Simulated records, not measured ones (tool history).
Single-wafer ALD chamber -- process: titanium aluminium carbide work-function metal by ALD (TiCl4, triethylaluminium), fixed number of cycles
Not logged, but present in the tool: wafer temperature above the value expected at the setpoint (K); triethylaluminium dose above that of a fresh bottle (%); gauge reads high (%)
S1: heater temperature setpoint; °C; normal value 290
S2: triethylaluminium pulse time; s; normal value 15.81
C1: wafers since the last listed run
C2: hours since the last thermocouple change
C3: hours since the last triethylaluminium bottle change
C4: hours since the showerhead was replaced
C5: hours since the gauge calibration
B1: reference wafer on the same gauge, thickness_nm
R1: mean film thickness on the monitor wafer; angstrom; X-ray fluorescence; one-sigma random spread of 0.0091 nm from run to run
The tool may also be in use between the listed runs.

run    hour   S1     S2    C1      C2      C3      C4      C5     B1     R1
  1       0  290  15.81     0  1587.1    1581  4767.3   177.5  1.515  18.65
  2    48.6  290  15.81   658  1635.7  1629.6  4815.9   226.1   1.52  18.63
  3   120.3  299  19.76   971  1707.4  1701.3  4887.6   297.8  1.529  19.95
  4   146.6  290  15.81   356  1733.7  1727.6  4913.9   324.1   1.53  18.91
  5     186  281  15.81   534  1773.1    1767  4953.3   363.5  1.534  18.05
  6   214.7  290  15.81   388  1801.8  1795.7    4982   392.2  1.536  18.96
  7     427  290  15.81  2877  2014.1    2008  5194.3   604.5  1.547  19.22
  8   493.1  290  15.81   895  2080.2  2074.1  5260.4   670.6  1.548  19.06
      590.3  -- triethylaluminium bottle replaced
  9   673.3  290  15.81  2333  2260.4      83  5440.6   850.8   1.56  19.22
 10   709.4  290  15.81   489  2296.5   119.1  5476.7   886.9  1.554  19.25
 11   740.6  290  13.98   422  2327.7   150.3  5507.9   918.1   1.56  19.25
 12     792  290  13.98   696  2379.1   201.7  5559.3   969.5   1.56  19.21
 13   859.1  290  13.98   909  2446.2   268.8  5626.4  1036.6  1.565  19.24
      906.2  -- thermocouple changed; heater temperature recalibrated
 14   929.2  281  21.57   841      23   338.9  5696.5  1106.7  1.563  18.52
 15   954.2  281  21.41   338      48   363.9  5721.5  1131.7   1.56  18.57
      975.9  -- showerhead replaced
 16  1024.1  290  15.81   838   117.9   433.8    48.2  1201.6  1.569  19.24
 17  1067.4  297  15.81   586   161.2   477.1    91.5  1244.9  1.566  20.25
 18  1102.8  290  20.93   479   196.6   512.5   126.9  1280.3  1.567  19.41
 19  1167.7  290  15.81   879   261.5   577.4   191.8  1345.2  1.564  19.33
 20  1202.5  290   14.2   471   296.3   612.2   226.6    1380  1.569   19.3
 21  1257.2  290  15.81   741     351   666.9   281.3  1434.7  1.568  19.34
 22  1312.9  283  19.95   754   406.7   722.6     337  1490.4   1.57  18.67
 23  1358.5  290  15.81   618   452.3   768.2   382.6    1536  1.573  19.31
     1452.9  -- gauge calibrated
 24  1478.2  290  15.81  1622     572   887.9   502.3    25.3  1.499  18.54
 25  1534.1  277  15.81   757   627.9   943.8   558.2    81.2  1.506  17.22
 26  1583.7  282  15.81   672   677.5   993.4   607.8   130.8  1.511  17.99
 27  1617.3  290  15.81   455   711.1    1027   641.4   164.4  1.521   18.8
 28  1662.1  280   11.5   607   755.9  1071.8   686.2   209.2   1.52  17.77
 29  1789.6  290  15.81  1728   883.4  1199.3   813.7   336.7  1.534  18.96
 30  1845.9  276  15.81   763   939.7  1255.6     870     393  1.544  17.61

Estimate the outcome of run 31 from the log above:
 31  1871.6  279  12.29  348  965.4  1281.3  895.7  418.7   ?   ?

{"run 31": {"B1": 1.539, "R1": 18.01}}
The same run, on a tool lacking any hidden state, would have yielded R1 17.54 angstrom.
